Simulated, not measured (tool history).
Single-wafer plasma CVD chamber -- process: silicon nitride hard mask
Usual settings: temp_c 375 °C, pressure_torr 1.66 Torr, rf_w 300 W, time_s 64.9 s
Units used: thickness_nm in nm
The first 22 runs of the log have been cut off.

| run | hour | temp_c | pressure_torr | rf_w | time_s | read-back reference wafer on the same gauge, thickness_nm | thickness_nm |
|---|---|---|---|---|---|---|---|
| 23 | 447.2 | 375 | 1.87 | 300 | 64.9 | 61.138 | 72.088 |
| 24 | 523.7 | 379 | 1.66 | 300 | 64.9 | 61.131 | 68.623 |
| 25 | 541.3 | 362 | 1.3 | 300 | 56.8 | 61.073 | 54.704 |
| 26 | 561.1 | 389 | 1.95 | 240 | 64.9 | 61.279 | 56.378 |
| 27 | 650.2 | 375 | 1.66 | 300 | 64.9 | 61.183 | 67.554 |
| 28 | 680.2 | 365 | 1.78 | 280 | 64.9 | 61.147 | 64.948 |
| 29 | 708.7 | 375 | 1.5 | 300 | 64.9 | 61.001 | 65.124 |
| 30 | 742.9 | 363 | 1.47 | 280 | 77.8 | 61.193 | 72.03 |

Each row is a separate what-if for the run after 30, all from the same tool condition, not one after another. Results?
| A | 743.3 | 389 | 1.66 | 300 | 64.9 | ? | ? |
| B | 743.3 | 390 | 2.02 | 300 | 57.2 | ? | ? |
| C | 743.3 | 367 | 1.66 | 255 | 64.9 | ? | ? |

| run | read-back reference wafer on the same gauge, thickness_nm | thickness_nm |
|---|---|---|
| A | 61.029 | 66.945 |
| B | 61.029 | 63.116 |
| C | 61.029 | 56.582 |
Without the tool's unlogged condition, the same runs would have read:
| run | thickness_nm |
|---|---|
| A | 71.255 |
| B | 67.179 |
| C | 60.546 |

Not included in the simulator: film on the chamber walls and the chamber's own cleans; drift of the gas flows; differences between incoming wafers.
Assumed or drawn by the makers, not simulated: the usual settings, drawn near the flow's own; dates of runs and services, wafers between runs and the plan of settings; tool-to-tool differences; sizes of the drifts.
